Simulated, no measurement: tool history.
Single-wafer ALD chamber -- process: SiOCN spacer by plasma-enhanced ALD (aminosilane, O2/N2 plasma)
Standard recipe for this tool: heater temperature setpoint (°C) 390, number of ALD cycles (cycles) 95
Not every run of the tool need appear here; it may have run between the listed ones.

| run | hour | heater temperature setpoint (°C) | number of ALD cycles (cycles) | read-back reference wafer on the same gauge, thickness_nm | mean film thickness on the monitor wafer (angstrom) |
|---|---|---|---|---|---|
| 1 | 0 | 390 | 95 | 5.887 | 54.19 |
| 2 | 44.5 | 390 | 95 | 5.889 | 54.36 |
| 3 | 328.1 | 390 | 95 | 5.898 | 54.27 |
| 4 | 383.5 | 390 | 95 | 5.894 | 54.59 |
| 5 | 422.1 | 390 | 95 | 5.895 | 54.11 |
| 6 | 519.3 | 390 | 95 | 5.898 | 54.11 |
| 7 | 601.1 | 390 | 95 | 5.895 | 54.18 |
|  | 622.2 | thermocouple changed; heater temperature recalibrated |
| 8 | 637.2 | 390 | 95 | 5.9 | 54.48 |
| 9 | 698.4 | 390 | 95 | 5.906 | 54.34 |
| 10 | 746.1 | 390 | 95 | 5.902 | 54.6 |
| 11 | 847.8 | 390 | 84 | 5.906 | 48 |
| 12 | 941.1 | 390 | 95 | 5.899 | 54.73 |
| 13 | 993.4 | 390 | 95 | 5.903 | 54.49 |
| 14 | 1093.5 | 390 | 95 | 5.904 | 54.47 |
| 15 | 1218.7 | 390 | 95 | 5.904 | 54.76 |
| 16 | 1313.6 | 390 | 95 | 5.899 | 54.44 |
| 17 | 1403.2 | 390 | 95 | 5.91 | 54.63 |
| 18 | 1442.9 | 390 | 95 | 5.905 | 54.31 |
| 19 | 1542.5 | 390 | 95 | 5.903 | 54.31 |
| 20 | 1621.9 | 390 | 95 | 5.911 | 54.33 |
| 21 | 1719.2 | 390 | 95 | 5.909 | 54.49 |
| 22 | 1771.9 | 379 | 95 | 5.902 | 54.32 |
|  | 1798.5 | gauge calibrated |
| 23 | 1833.4 | 400 | 86 | 5.836 | 48.67 |
| 24 | 1928.4 | 395 | 89 | 5.84 | 50.49 |
| 25 | 2032.3 | 385 | 95 | 5.853 | 53.99 |
| 26 | 2124.5 | 396 | 109 | 5.855 | 61.84 |
| 27 | 2238.6 | 385 | 113 | 5.861 | 64.37 |
| 28 | 2314.2 | 390 | 95 | 5.87 | 54.06 |
|  | 2399 | thermocouple changed; heater temperature recalibrated |
| 29 | 2400.1 | 378 | 95 | 5.877 | 54.23 |
| 30 | 2482.3 | 383 | 104 | 5.874 | 59.25 |
| 31 | 2587.6 | 390 | 95 | 5.886 | 54.16 |
| 32 | 2687.9 | 394 | 113 | 5.885 | 64.34 |
| 33 | 2775.8 | 381 | 103 | 5.888 | 58.7 |
| 34 | 2851.2 | 390 | 79 | 5.884 | 45.17 |
| 35 | 2915.1 | 397 | 112 | 5.886 | 64.21 |
| 36 | 2954.7 | 403 | 107 | 5.893 | 60.82 |
| 37 | 3079.9 | 383 | 104 | 5.901 | 59.13 |
| 38 | 3163.8 | 390 | 111 | 5.899 | 63.8 |
| 39 | 3268.6 | 395 | 95 | 5.906 | 54.28 |
| 40 | 3310.5 | 390 | 95 | 5.901 | 54.35 |
| 41 | 3375.4 | 390 | 95 | 5.903 | 54.43 |

Run-by-run hidden state of the tool:
wafer temperature above the value expected at the setpoint (K): 0, the same for each run
H1: gauge reads high (%)
| run | H1 |
|---|---|
| 1 | 1.16 |
| 2 | 1.18 |
| 3 | 1.28 |
| 4 | 1.3 |
| 5 | 1.31 |
| 6 | 1.33 |
| 7 | 1.35 |
| 8 | 1.36 |
| 9 | 1.37 |
| 10 | 1.38 |
| 11 | 1.4 |
| 12 | 1.42 |
| 13 | 1.43 |
| 14 | 1.44 |
| 15 | 1.46 |
| 16 | 1.47 |
| 17 | 1.47 |
| 18 | 1.48 |
| 19 | 1.49 |
| 20 | 1.49 |
| 21 | 1.5 |
| 22 | 1.5 |
| 23 | 0.261 |
| 24 | 0.404 |
| 25 | 0.543 |
| 26 | 0.654 |
| 27 | 0.777 |
| 28 | 0.85 |
| 29 | 0.926 |
| 30 | 0.992 |
| 31 | 1.07 |
| 32 | 1.13 |
| 33 | 1.19 |
| 34 | 1.23 |
| 35 | 1.26 |
| 36 | 1.28 |
| 37 | 1.33 |
| 38 | 1.36 |
| 39 | 1.4 |
| 40 | 1.41 |
| 41 | 1.43 |
